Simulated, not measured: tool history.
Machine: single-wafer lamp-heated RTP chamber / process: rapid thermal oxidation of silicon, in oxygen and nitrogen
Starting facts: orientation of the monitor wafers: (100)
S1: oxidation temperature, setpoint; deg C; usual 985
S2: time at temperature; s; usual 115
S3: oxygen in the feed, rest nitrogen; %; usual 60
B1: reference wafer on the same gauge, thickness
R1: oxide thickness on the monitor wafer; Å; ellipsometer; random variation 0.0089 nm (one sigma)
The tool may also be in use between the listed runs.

Run 1, day 0.000: usual settings; B1 5.989. Result: R1 59.70 Å.
Run 2, day 2.179: usual settings; B1 5.991. Result: R1 59.90 Å.
Run 3, day 4.742: usual settings; B1 5.988. Result: R1 59.75 Å.
Run 4, day 7.538: usual settings; B1 5.990. Result: R1 59.83 Å.
Run 5, day 9.008: usual settings; B1 5.990. Result: R1 60.01 Å.
Run 6, day 10.908: usual settings; B1 5.993. Result: R1 60.03 Å.
At day 11.567: gauge calibrated.
Run 7, day 11.988: usual settings; B1 5.990. Result: R1 60.12 Å.
Run 8, day 14.512: usual settings; B1 5.990. Result: R1 60.34 Å.
At day 15.625: pyrometer window cleaned and pyrometer calibrated.
Run 9, day 15.646: usual settings; B1 5.987. Result: R1 59.48 Å.
Run 10, day 17.633: usual settings; B1 5.992. Result: R1 59.59 Å.
Run 11, day 19.358: usual settings; B1 5.989. Result: R1 59.43 Å.
Run 12, day 21.342: usual settings; B1 5.993. Result: R1 59.57 Å.
Run 13, day 24.288: usual settings; B1 5.988. Result: R1 59.57 Å.
Run 14, day 27.246: usual settings but S2 150 s, S3 71 %; B1 5.993. Result: R1 71.39 Å.
Run 15, day 29.875: usual settings but S2 150 s, S3 71 %; B1 5.988. Result: R1 71.34 Å.
Run 16, day 31.108: usual settings but S2 80 s; B1 5.992. Result: R1 50.88 Å.
Run 17, day 32.171: usual settings but S2 169 s; B1 5.989. Result: R1 70.96 Å.
Run 18, day 34.704: usual settings but S1 1000 deg C, S3 90 %; B1 5.987. Result: R1 77.19 Å.
Run 19, day 37.058: usual settings; B1 5.989. Result: R1 59.86 Å.
Run 20, day 38.500: usual settings but S3 50 %; B1 5.991. Result: R1 56.29 Å.
Run 21, day 41.350: usual settings but S1 1014 deg C, S2 64 s, S3 69 %; B1 5.988. Result: R1 60.00 Å.
Run 22, day 43.525: usual settings but S1 1014 deg C, S2 141 s, S3 37 %; B1 5.991. Result: R1 68.81 Å.
Run 23, day 45.983: usual settings but S1 1007 deg C, S2 134 s, S3 83 %; B1 5.989. Result: R1 85.33 Å.
At day 46.346: gauge calibrated.
At day 46.504: pyrometer window cleaned and pyrometer calibrated.
At day 46.558: oxygen flow controller replaced.
Run 24, day 47.692: usual settings but S3 32 %; B1 5.989. Result: R1 48.09 Å.
Run 25, day 49.504: usual settings but S3 75 %; B1 5.988. Result: R1 64.32 Å.
Run 26, day 50.717: usual settings; B1 5.992. Result: R1 59.63 Å.
Run 27, day 52.475: usual settings but S1 956 deg C, S2 69 s, S3 68 %; B1 5.987. Result: R1 40.46 Å.
Run 28, day 55.421: usual settings; B1 5.991. Result: R1 59.81 Å.
Run 29, day 56.504: usual settings but S1 1013 deg C, S3 74 %; B1 5.987. Result: R1 78.81 Å.
Run 30, day 57.692: usual settings; B1 5.987. Result: R1 59.64 Å.
Run 31, day 59.083: usual settings but S1 956 deg C, S2 69 s, S3 68 %; B1 5.991. Result: R1 40.59 Å.
Run 32, day 60.121: usual settings but S1 1010 deg C; B1 5.990. Result: R1 71.50 Å.

Consider 4 possible next runs. They are alternatives, not a sequence: every one starts from the tool as it was left by run 32. What does each give?
Run A, day 60.138: usual settings but S1 977 deg C; B1 ?. Result: R1 ?.
Run B, day 60.138: usual settings but S1 1010 deg C, S3 71 %; B1 ?. Result: R1 ?.
Run C, day 60.138: usual settings but S1 995 deg C, S3 84 %; B1 ?. Result: R1 ?.
Run D, day 60.138: usual settings but S1 1002 deg C, S2 129 s, S3 87 %; B1 ?. Result: R1 ?.

run     B1     R1
  A  5.986  56.20
  B  5.986  76.07
  C  5.986  72.30
  D  5.986  81.29
The same runs, with their run-to-run variation unchanged, on a tool lacking any hidden condition would have given:
run     R1
  A  56.01
  B  75.80
  C  72.04
  D  81.00

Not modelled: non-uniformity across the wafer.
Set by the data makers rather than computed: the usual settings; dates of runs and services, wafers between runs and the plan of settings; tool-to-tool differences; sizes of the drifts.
